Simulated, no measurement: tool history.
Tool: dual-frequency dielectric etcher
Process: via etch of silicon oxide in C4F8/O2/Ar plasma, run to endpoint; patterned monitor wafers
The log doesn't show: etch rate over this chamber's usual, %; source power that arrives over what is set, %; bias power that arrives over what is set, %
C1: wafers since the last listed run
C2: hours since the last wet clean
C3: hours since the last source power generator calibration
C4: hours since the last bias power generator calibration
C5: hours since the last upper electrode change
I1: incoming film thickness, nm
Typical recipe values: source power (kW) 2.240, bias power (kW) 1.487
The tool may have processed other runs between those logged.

{"run": 1, "hour": 0.0, "source power (kW)": 2.24, "bias power (kW)": 1.487, "C1": 0, "C2": 260.9, "C3": 3823.8, "C4": 704.6, "C5": 695.7, "I1": 1535.6, "endpoint time (s)": 318.1}
{"run": 2, "hour": 203.4, "source power (kW)": 2.24, "bias power (kW)": 1.487, "C1": 1273, "C2": 464.3, "C3": 4027.2, "C4": 908.0, "C5": 899.1, "I1": 1527.6, "endpoint time (s)": 311.5}
{"hour": 236.2, "done": "wet clean of the chamber"}
{"run": 3, "hour": 258.2, "source power (kW)": 2.24, "bias power (kW)": 1.275, "C1": 192, "C2": 22.0, "C3": 4082.0, "C4": 962.8, "C5": 953.9, "I1": 1513.5, "endpoint time (s)": 326.8}
{"run": 4, "hour": 310.7, "source power (kW)": 2.59, "bias power (kW)": 1.487, "C1": 328, "C2": 74.5, "C3": 4134.5, "C4": 1015.3, "C5": 1006.4, "I1": 1529.8, "endpoint time (s)": 294.4}
{"run": 5, "hour": 372.6, "source power (kW)": 2.59, "bias power (kW)": 1.487, "C1": 387, "C2": 136.4, "C3": 4196.4, "C4": 1077.2, "C5": 1068.3, "I1": 1531.8, "endpoint time (s)": 296.1}
{"run": 6, "hour": 396.9, "source power (kW)": 1.8, "bias power (kW)": 1.487, "C1": 152, "C2": 160.7, "C3": 4220.7, "C4": 1101.5, "C5": 1092.6, "I1": 1525.4, "endpoint time (s)": 353.5}
{"run": 7, "hour": 430.7, "source power (kW)": 1.8, "bias power (kW)": 1.487, "C1": 211, "C2": 194.5, "C3": 4254.5, "C4": 1135.3, "C5": 1126.4, "I1": 1512.3, "endpoint time (s)": 352.1}
{"run": 8, "hour": 473.4, "source power (kW)": 1.8, "bias power (kW)": 1.487, "C1": 267, "C2": 237.2, "C3": 4297.2, "C4": 1178.0, "C5": 1169.1, "I1": 1533.2, "endpoint time (s)": 354.5}
{"run": 9, "hour": 512.7, "source power (kW)": 2.24, "bias power (kW)": 1.487, "C1": 246, "C2": 276.5, "C3": 4336.5, "C4": 1217.3, "C5": 1208.4, "I1": 1530.9, "endpoint time (s)": 314.7}
{"run": 10, "hour": 578.8, "source power (kW)": 2.24, "bias power (kW)": 1.487, "C1": 413, "C2": 342.6, "C3": 4402.6, "C4": 1283.4, "C5": 1274.5, "I1": 1531.3, "endpoint time (s)": 315.8}
{"run": 11, "hour": 635.1, "source power (kW)": 2.24, "bias power (kW)": 1.487, "C1": 352, "C2": 398.9, "C3": 4458.9, "C4": 1339.7, "C5": 1330.8, "I1": 1532.5, "endpoint time (s)": 314.6}
{"hour": 702.9, "done": "source power generator calibrated"}
{"hour": 726.0, "done": "wet clean of the chamber"}
{"run": 12, "hour": 729.9, "source power (kW)": 2.02, "bias power (kW)": 1.341, "C1": 423, "C2": 3.9, "C3": 27.0, "C4": 1434.5, "C5": 1425.6, "I1": 1518.4, "endpoint time (s)": 339.9}
{"run": 13, "hour": 761.6, "source power (kW)": 2.02, "bias power (kW)": 1.782, "C1": 198, "C2": 35.6, "C3": 58.7, "C4": 1466.2, "C5": 1457.3, "I1": 1531.3, "endpoint time (s)": 324.0}
{"run": 14, "hour": 798.2, "source power (kW)": 2.45, "bias power (kW)": 1.257, "C1": 229, "C2": 72.2, "C3": 95.3, "C4": 1502.8, "C5": 1493.9, "I1": 1536.4, "endpoint time (s)": 313.2}
{"hour": 900.6, "done": "bias power generator calibrated"}
{"run": 15, "hour": 1001.2, "source power (kW)": 2.59, "bias power (kW)": 1.595, "C1": 1246, "C2": 275.2, "C3": 298.3, "C4": 100.6, "C5": 1696.9, "I1": 1527.7, "endpoint time (s)": 289.4}
{"run": 16, "hour": 1066.2, "source power (kW)": 2.67, "bias power (kW)": 1.246, "C1": 407, "C2": 340.2, "C3": 363.3, "C4": 165.6, "C5": 1761.9, "I1": 1522.6, "endpoint time (s)": 296.9}
{"run": 17, "hour": 1117.9, "source power (kW)": 2.08, "bias power (kW)": 1.805, "C1": 323, "C2": 391.9, "C3": 415.0, "C4": 217.3, "C5": 1813.6, "I1": 1524.0, "endpoint time (s)": 311.3}
{"hour": 1142.6, "done": "upper electrode replaced"}
{"run": 18, "hour": 1180.6, "source power (kW)": 2.24, "bias power (kW)": 1.775, "C1": 242, "C2": 454.6, "C3": 477.7, "C4": 280.0, "C5": 38.0, "I1": 1530.5, "endpoint time (s)": 300.4}
{"hour": 1221.7, "done": "wet clean of the chamber"}
{"run": 19, "hour": 1222.2, "source power (kW)": 2.24, "bias power (kW)": 1.646, "C1": 110, "C2": 0.5, "C3": 519.3, "C4": 321.6, "C5": 79.6, "I1": 1544.7, "endpoint time (s)": 317.6}
{"run": 20, "hour": 1258.9, "source power (kW)": 2.45, "bias power (kW)": 1.753, "C1": 229, "C2": 37.2, "C3": 556.0, "C4": 358.3, "C5": 116.3, "I1": 1527.2, "endpoint time (s)": 297.3}
{"run": 21, "hour": 1326.8, "source power (kW)": 1.78, "bias power (kW)": 1.187, "C1": 425, "C2": 105.1, "C3": 623.9, "C4": 426.2, "C5": 184.2, "I1": 1524.0, "endpoint time (s)": 374.8}
{"run": 22, "hour": 1388.5, "source power (kW)": 2.24, "bias power (kW)": 1.487, "C1": 386, "C2": 166.8, "C3": 685.6, "C4": 487.9, "C5": 245.9, "I1": 1518.4, "endpoint time (s)": 314.7}
{"run": 23, "hour": 1429.6, "source power (kW)": 2.24, "bias power (kW)": 1.487, "C1": 257, "C2": 207.9, "C3": 726.7, "C4": 529.0, "C5": 287.0, "I1": 1538.0, "endpoint time (s)": 320.4}
{"run": 24, "hour": 1496.5, "source power (kW)": 1.83, "bias power (kW)": 1.273, "C1": 418, "C2": 274.8, "C3": 793.6, "C4": 595.9, "C5": 353.9, "I1": 1553.7, "endpoint time (s)": 364.0}
{"run": 25, "hour": 1527.2, "source power (kW)": 2.63, "bias power (kW)": 1.162, "C1": 192, "C2": 305.5, "C3": 824.3, "C4": 626.6, "C5": 384.6, "I1": 1531.0, "endpoint time (s)": 306.3}
{"run": 26, "hour": 1597.2, "source power (kW)": 1.98, "bias power (kW)": 1.344, "C1": 438, "C2": 375.5, "C3": 894.3, "C4": 696.6, "C5": 454.6, "I1": 1516.0, "endpoint time (s)": 339.9}
{"run": 27, "hour": 1628.8, "source power (kW)": 1.76, "bias power (kW)": 1.179, "C1": 197, "C2": 407.1, "C3": 925.9, "C4": 728.2, "C5": 486.2, "I1": 1537.3, "endpoint time (s)": 376.7}
{"run": 28, "hour": 1673.3, "source power (kW)": 1.95, "bias power (kW)": 1.237, "C1": 278, "C2": 451.6, "C3": 970.4, "C4": 772.7, "C5": 530.7, "I1": 1540.3, "endpoint time (s)": 350.9}
{"hour": 1713.1, "done": "wet clean of the chamber"}
{"run": 29, "hour": 1713.5, "source power (kW)": 2.07, "bias power (kW)": 1.761, "C1": 101, "C2": 0.4, "C3": 1010.6, "C4": 812.9, "C5": 570.9, "I1": 1526.8, "endpoint time (s)": 321.2}
{"run": 30, "hour": 1746.6, "source power (kW)": 1.8, "bias power (kW)": 1.487, "C1": 207, "C2": 33.5, "C3": 1043.7, "C4": 846.0, "C5": 604.0, "I1": 1535.1, "endpoint time (s)": 359.2}
{"run": 31, "hour": 1772.0, "source power (kW)": 2.67, "bias power (kW)": 1.781, "C1": 159, "C2": 58.9, "C3": 1069.1, "C4": 871.4, "C5": 629.4, "I1": 1521.0, "endpoint time (s)": 282.6}
{"run": 32, "hour": 1802.1, "source power (kW)": 2.24, "bias power (kW)": 1.487, "C1": 188, "C2": 89.0, "C3": 1099.2, "C4": 901.5, "C5": 659.5, "I1": 1534.8, "endpoint time (s)": 322.3}
{"run": 33, "hour": 1860.6, "source power (kW)": 2.73, "bias power (kW)": 1.22, "C1": 366, "C2": 147.5, "C3": 1157.7, "C4": 960.0, "C5": 718.0, "I1": 1531.7, "endpoint time (s)": 300.5}
{"run": 34, "hour": 1923.7, "source power (kW)": 2.24, "bias power (kW)": 1.487, "C1": 395, "C2": 210.6, "C3": 1220.8, "C4": 1023.1, "C5": 781.1, "I1": 1538.9, "endpoint time (s)": 317.2}

Measured minus without-hidden-state, run by run (identical run-to-run variation in each term; gauge scatter may differ):
run=1 endpoint_time_(s)=-3.9
run=2 endpoint_time_(s)=-6.9
run=3 endpoint_time_(s)=-0.7
run=4 endpoint_time_(s)=-1.4
run=5 endpoint_time_(s)=-2.3
run=6 endpoint_time_(s)=-3.2
run=7 endpoint_time_(s)=-3.8
run=8 endpoint_time_(s)=-4.6
run=9 endpoint_time_(s)=-4.6
run=10 endpoint_time_(s)=-5.7
run=11 endpoint_time_(s)=-6.6
run=12 endpoint_time_(s)=-1.2
run=13 endpoint_time_(s)=-1.7
run=14 endpoint_time_(s)=-2.1
run=15 endpoint_time_(s)=-4.9
run=16 endpoint_time_(s)=-6.1
run=17 endpoint_time_(s)=-7.1
run=18 endpoint_time_(s)=-7.8
run=19 endpoint_time_(s)=+0.5
run=20 endpoint_time_(s)=-0.1
run=21 endpoint_time_(s)=-1.4
run=22 endpoint_time_(s)=-2.1
run=23 endpoint_time_(s)=-2.8
run=24 endpoint_time_(s)=-4.4
run=25 endpoint_time_(s)=-4.2
run=26 endpoint_time_(s)=-5.8
run=27 endpoint_time_(s)=-7.1
run=28 endpoint_time_(s)=-7.4
run=29 endpoint_time_(s)=+0.5
run=30 endpoint_time_(s)=-0.1
run=31 endpoint_time_(s)=-0.4
run=32 endpoint_time_(s)=-1.0
run=33 endpoint_time_(s)=-1.8
run=34 endpoint_time_(s)=-2.9

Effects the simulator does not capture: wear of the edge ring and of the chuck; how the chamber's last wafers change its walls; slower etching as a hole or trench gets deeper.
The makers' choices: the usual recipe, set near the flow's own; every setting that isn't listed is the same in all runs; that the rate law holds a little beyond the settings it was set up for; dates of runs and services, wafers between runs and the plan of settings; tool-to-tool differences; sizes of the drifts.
